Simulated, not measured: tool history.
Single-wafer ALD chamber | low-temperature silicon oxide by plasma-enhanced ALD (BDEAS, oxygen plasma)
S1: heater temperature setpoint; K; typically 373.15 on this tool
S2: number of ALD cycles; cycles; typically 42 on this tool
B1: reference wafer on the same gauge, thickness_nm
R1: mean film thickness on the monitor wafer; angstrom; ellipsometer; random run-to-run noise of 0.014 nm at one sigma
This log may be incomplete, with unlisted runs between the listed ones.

Run 1, hour 0: usual settings but S1 383.15 K; B1 4.94. Result: R1 55.09 angstrom.
Run 2, hour 28.2: usual settings but S1 383.15 K; B1 4.937. Result: R1 54.79 angstrom.
Run 3, hour 63.7: usual settings but S1 383.15 K; B1 4.94. Result: R1 54.92 angstrom.
Run 4, hour 78.8: usual settings; B1 4.942. Result: R1 56.41 angstrom.
Run 5, hour 114.5: usual settings; B1 4.938. Result: R1 56.35 angstrom.
Run 6, hour 150.4: usual settings; B1 4.941. Result: R1 56.54 angstrom.
Run 7, hour 170.3: usual settings but S1 369.15 K, S2 37 cycles; B1 4.943. Result: R1 50.61 angstrom.
Run 8, hour 184.6: usual settings but S1 369.15 K, S2 37 cycles; B1 4.941. Result: R1 50.37 angstrom.
Run 9, hour 201.9: usual settings; B1 4.941. Result: R1 56.41 angstrom.
Run 10, hour 226.3: usual settings; B1 4.94. Result: R1 56.51 angstrom.
Run 11, hour 249.8: usual settings; B1 4.941. Result: R1 56.52 angstrom.
Run 12, hour 280.3: usual settings but S2 47 cycles; B1 4.942. Result: R1 63.64 angstrom.
Run 13, hour 308.4: usual settings but S2 47 cycles; B1 4.936. Result: R1 63.38 angstrom.
Run 14, hour 328.8: usual settings but S2 47 cycles; B1 4.94. Result: R1 63.82 angstrom.
Run 15, hour 342.4: usual settings; B1 4.944. Result: R1 56.61 angstrom.
Run 16, hour 373.7: usual settings; B1 4.939. Result: R1 56.77 angstrom.
At hour 403.6: gauge calibrated.
Run 17, hour 404.3: usual settings; B1 4.938. Result: R1 56.83 angstrom.
Run 18, hour 418.1: usual settings but S2 39 cycles; B1 4.938. Result: R1 52.92 angstrom.
Run 19, hour 438.7: usual settings but S2 39 cycles; B1 4.937. Result: R1 52.95 angstrom.
Run 20, hour 465.7: usual settings but S1 377.15 K, S2 35 cycles; B1 4.939. Result: R1 46.68 angstrom.
Run 21, hour 498: usual settings but S1 385.15 K, S2 39 cycles; B1 4.941. Result: R1 51.04 angstrom.
Run 22, hour 514.8: usual settings but S1 377.15 K; B1 4.94. Result: R1 56.16 angstrom.
Run 23, hour 540: usual settings but S1 361.15 K, S2 49 cycles; B1 4.939. Result: R1 69.39 angstrom.
At hour 580.9: thermocouple changed; heater temperature recalibrated.
Run 24, hour 588.9: usual settings but S1 387.15 K; B1 4.943. Result: R1 54.39 angstrom.
Run 25, hour 600.9: usual settings; B1 4.938. Result: R1 55.88 angstrom.
Run 26, hour 633.2: usual settings; B1 4.941. Result: R1 55.81 angstrom.
Run 27, hour 652.8: usual settings but S1 366.15 K, S2 39 cycles; B1 4.939. Result: R1 53.38 angstrom.
Run 28, hour 672.3: usual settings but S1 366.15 K, S2 40 cycles; B1 4.939. Result: R1 54.85 angstrom.
Run 29, hour 703.4: usual settings but S1 359.15 K, S2 38 cycles; B1 4.938. Result: R1 53.13 angstrom.
Run 30, hour 717: usual settings but S1 362.15 K, S2 50 cycles; B1 4.94. Result: R1 69.17 angstrom.
Run 31, hour 746: usual settings but S1 383.15 K, S2 40 cycles; B1 4.94. Result: R1 51.98 angstrom.
Run 32, hour 764.5: usual settings but S1 363.15 K, S2 46 cycles; B1 4.938. Result: R1 63.5 angstrom.
Run 33, hour 819.5: usual settings; B1 4.939. Result: R1 55.81 angstrom.
Run 34, hour 849.2: usual settings but S1 369.15 K, S2 35 cycles; B1 4.943. Result: R1 47.34 angstrom.
Run 35, hour 881.2: usual settings but S1 363.15 K, S2 44 cycles; B1 4.943. Result: R1 61.01 angstrom.
Run 36, hour 898.4: usual settings; B1 4.937. Result: R1 56.02 angstrom.
Run 37, hour 945.8: usual settings but S1 383.15 K, S2 35 cycles; B1 4.94. Result: R1 45.68 angstrom.
Run 38, hour 973: usual settings but S1 360.15 K; B1 4.94. Result: R1 58.7 angstrom.

Estimate the outcome of run 39 from the log above:
At hour 991.6: gauge calibrated.
Run 39, hour 1007.2: usual settings but S1 379.15 K, S2 48 cycles; B1 ?. Result: R1 ?.

B1: 4.938
R1: 63.32 angstrom
Minus the tool's unlogged condition, the same run would have read R1 63.05 angstrom.

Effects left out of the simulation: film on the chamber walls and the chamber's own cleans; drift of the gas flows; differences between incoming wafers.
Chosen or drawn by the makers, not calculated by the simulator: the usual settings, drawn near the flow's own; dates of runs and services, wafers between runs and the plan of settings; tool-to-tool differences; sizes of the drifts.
